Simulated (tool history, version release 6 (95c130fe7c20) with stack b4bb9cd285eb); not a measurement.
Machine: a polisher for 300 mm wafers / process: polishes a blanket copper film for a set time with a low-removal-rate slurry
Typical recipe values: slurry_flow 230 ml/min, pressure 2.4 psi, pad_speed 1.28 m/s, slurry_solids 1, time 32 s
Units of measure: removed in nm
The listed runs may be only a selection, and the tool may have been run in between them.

| run | day | slurry_flow | pressure | pad_speed | slurry_solids | time | incoming thickness of the incoming film, nm | removed |
|---|---|---|---|---|---|---|---|---|
| 1 | 0 | 230 | 2.4 | 1.42 | 1 | 32 | 1492.5 | 94.9 |
|  | 0.604 | slurry blender recalibrated |
| 2 | 1.817 | 230 | 2.4 | 1.42 | 1 | 32 | 1495 | 104.6 |
| 3 | 4.438 | 230 | 2.4 | 1.28 | 1.2 | 32 | 1462 | 96.7 |
| 4 | 9.821 | 230 | 2.4 | 1.28 | 1 | 32 | 1480.4 | 90.8 |
| 5 | 10.833 | 230 | 2.7 | 1.28 | 1 | 32 | 1465.9 | 100.8 |
|  | 11.846 | head pressure recalibrated |
|  | 12.842 | worn pad replaced by a new one |
|  | 12.946 | slurry nozzle cleaned |
| 6 | 13.304 | 230 | 2.7 | 1.28 | 1 | 32 | 1506.1 | 97.1 |
| 7 | 14.483 | 230 | 2.4 | 1.28 | 0.8 | 32 | 1501.1 | 81 |
| 8 | 15.671 | 230 | 2.4 | 1.28 | 0.8 | 32 | 1508.8 | 82.1 |
| 9 | 16.758 | 230 | 2.4 | 1.28 | 0.8 | 32 | 1492.1 | 83.3 |
|  | 18.375 | slurry blender recalibrated |
| 10 | 18.904 | 230 | 2.4 | 1.28 | 1 | 41 | 1491.1 | 121.7 |
| 11 | 20.758 | 230 | 2.4 | 1.28 | 1 | 22 | 1478.7 | 64.1 |
| 12 | 21.992 | 230 | 2.6 | 1.28 | 1 | 41 | 1501 | 128.9 |
| 13 | 23.329 | 230 | 2.1 | 1.28 | 1 | 36 | 1517.7 | 90.8 |
| 14 | 25.792 | 230 | 2.4 | 1.28 | 0.7 | 25 | 1504.5 | 67.6 |
| 15 | 28.408 | 230 | 1.6 | 1.28 | 1 | 32 | 1488.2 | 61.3 |
| 16 | 29.988 | 265 | 2 | 1.28 | 1 | 41 | 1506.3 | 96.7 |
|  | 32.342 | worn pad replaced by a new one |
| 17 | 32.362 | 165 | 2.4 | 1.28 | 1 | 32 | 1470 | 85.3 |
| 18 | 34.275 | 230 | 2 | 1.28 | 1 | 28 | 1471.8 | 65.6 |
|  | 35.454 | slurry nozzle cleaned |
|  | 36.242 | slurry blender recalibrated |
| 19 | 36.262 | 230 | 2.4 | 1.28 | 1 | 32 | 1502.2 | 96.4 |
| 20 | 37.858 | 230 | 2.4 | 1.66 | 1 | 32 | 1484.4 | 118.7 |
| 21 | 39.404 | 230 | 2.8 | 1.28 | 1 | 32 | 1505.9 | 109.7 |
| 22 | 41.421 | 230 | 2.4 | 1.42 | 1 | 32 | 1477 | 103.1 |
| 23 | 43.821 | 230 | 1.6 | 1.28 | 1 | 32 | 1484 | 61 |
|  | 44.046 | head pressure recalibrated |
|  | 50.521 | worn pad replaced by a new one |
| 24 | 51.9 | 160 | 2.2 | 1.28 | 0.75 | 27 | 1474.9 | 61.9 |
|  | 52.588 | slurry nozzle cleaned |
| 25 | 53.792 | 230 | 2 | 1.52 | 1 | 32 | 1485.2 | 86 |
|  | 55.504 | slurry blender recalibrated |
| 26 | 56.512 | 230 | 2.4 | 1.28 | 1.2 | 32 | 1494.9 | 98.2 |
| 27 | 59.512 | 160 | 2.4 | 1.62 | 1 | 32 | 1511.8 | 110.1 |
| 28 | 62.321 | 280 | 2.9 | 1 | 1.15 | 32 | 1480.3 | 95.9 |
| 29 | 64.429 | 230 | 1.8 | 1.28 | 1.2 | 36 | 1469.9 | 80.3 |
| 30 | 65.683 | 230 | 2.4 | 1.28 | 1 | 32 | 1476.3 | 90.3 |
| 31 | 67.533 | 230 | 2.4 | 0.94 | 0.9 | 37 | 1475.2 | 80.6 |

What was the tool's hidden state at every run in the log?
removal rate lost through wear of the pad, %: 0 across all the runs
slurry flow missing at the pad, %: 0 across all the runs
H1: deviation of the head's pressure from its setpoint, %
H2: abrasive missing from the slurry, %
| run | H1 | H2 |
|---|---|---|
| 1 | 4.65 | 32 |
| 2 | 4.77 | 10.8 |
| 3 | 4.91 | 19 |
| 4 | 5.1 | 28.4 |
| 5 | 5.12 | 29.5 |
| 6 | 1.58 | 31.5 |
| 7 | 2.11 | 32.2 |
| 8 | 2.58 | 32.8 |
| 9 | 2.96 | 33.3 |
| 10 | 3.6 | 3.85 |
| 11 | 4.05 | 10.7 |
| 12 | 4.3 | 14.2 |
| 13 | 4.54 | 17.4 |
| 14 | 4.91 | 21.9 |
| 15 | 5.21 | 25.1 |
| 16 | 5.35 | 26.5 |
| 17 | 5.53 | 28.1 |
| 18 | 5.64 | 29 |
| 19 | 5.74 | 1.4 |
| 20 | 5.8 | 7.84 |
| 21 | 5.86 | 12.8 |
| 22 | 5.92 | 17.7 |
| 23 | 5.97 | 21.9 |
| 24 | 2.79 | 28.7 |
| 25 | 3.21 | 29.4 |
| 26 | 3.69 | 5.55 |
| 27 | 4.08 | 15 |
| 28 | 4.35 | 20.7 |
| 29 | 4.51 | 23.6 |
| 30 | 4.59 | 25 |
| 31 | 4.69 | 26.6 |
